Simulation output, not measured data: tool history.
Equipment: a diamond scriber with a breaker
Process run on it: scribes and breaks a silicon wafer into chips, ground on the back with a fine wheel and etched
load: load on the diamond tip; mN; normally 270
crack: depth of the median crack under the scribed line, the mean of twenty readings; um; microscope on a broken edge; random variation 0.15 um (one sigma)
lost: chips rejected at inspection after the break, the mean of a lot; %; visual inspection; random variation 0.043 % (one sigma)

run    hour  load  wafers since the last listed run  hours since the diamond tip was replaced  hours since the load on the tip was calibrated  incoming depth of the damage left on the back of the incoming wafer, um  crack  lost
  1     0.0   243                                 0                                     680.7                                          1279.3                                                                     0.59   8.45  1.79
  2    52.8   243                               192                                     733.5                                          1332.1                                                                     0.65   8.39  1.48
      132.3  -- load on the tip recalibrated
  3   134.3   309                               289                                     815.0                                             2.0                                                                     0.73   9.12  0.66
  4   210.5   309                               277                                     891.2                                            78.2                                                                     0.45   8.99  0.55
  5   299.0   270                               322                                     979.7                                           166.7                                                                     0.35   8.15  2.15
      536.2  -- diamond tip replaced by a new one
  6   580.4   270                              1018                                      44.2                                           448.1                                                                     0.78   9.78  0.69
  7   683.3   270                               375                                     147.1                                           551.0                                                                     0.46   9.38  0.67
  8   783.3   270                               364                                     247.1                                           651.0                                                                     0.77   9.03  0.69
  9   870.6   323                               318                                     334.4                                           738.3                                                                     0.52  10.86  2.16
 10   966.2   270                               348                                     430.0                                           833.9                                                                     0.61   8.85  0.62
 11  1066.5   270                               365                                     530.3                                           934.2                                                                     0.70   8.92  0.63
 12  1150.3   270                               305                                     614.1                                          1018.0                                                                     0.35   9.26  0.57
 13  1232.1   270                               298                                     695.9                                          1099.8                                                                     0.58   9.32  0.63
 14  1297.2   313                               237                                     761.0                                          1164.9                                                                     0.38  10.45  1.67
 15  1394.5   313                               354                                     858.3                                          1262.2                                                                     0.50  10.25  1.69
 16  1483.2   313                               323                                     947.0                                          1350.9                                                                     0.51  10.55  1.88
     1490.2  -- diamond tip replaced by a new one
     1499.4  -- load on the tip recalibrated
 17  1534.2   270                               171                                      44.0                                            34.8                                                                     0.63   9.33  0.58
 18  1608.9   270                               272                                     118.7                                           109.5                                                                     0.69   9.26  0.58
 19  1680.6   270                               261                                     190.4                                           181.2                                                                     0.44   9.05  0.64
 20  1746.7   210                               240                                     256.5                                           247.3                                                                     0.67   7.24  5.27

What does the tool deliver on the next run?
 21  1824.7   318                               284                                     334.5                                           325.3                                                                     0.52      ?     ?

{"run 21": {"crack": 10.19, "lost": 1.44}}
With the hidden condition absent and the run-to-run variation left alone, this run would have shown crack 10.55 um, lost 2.16 %.
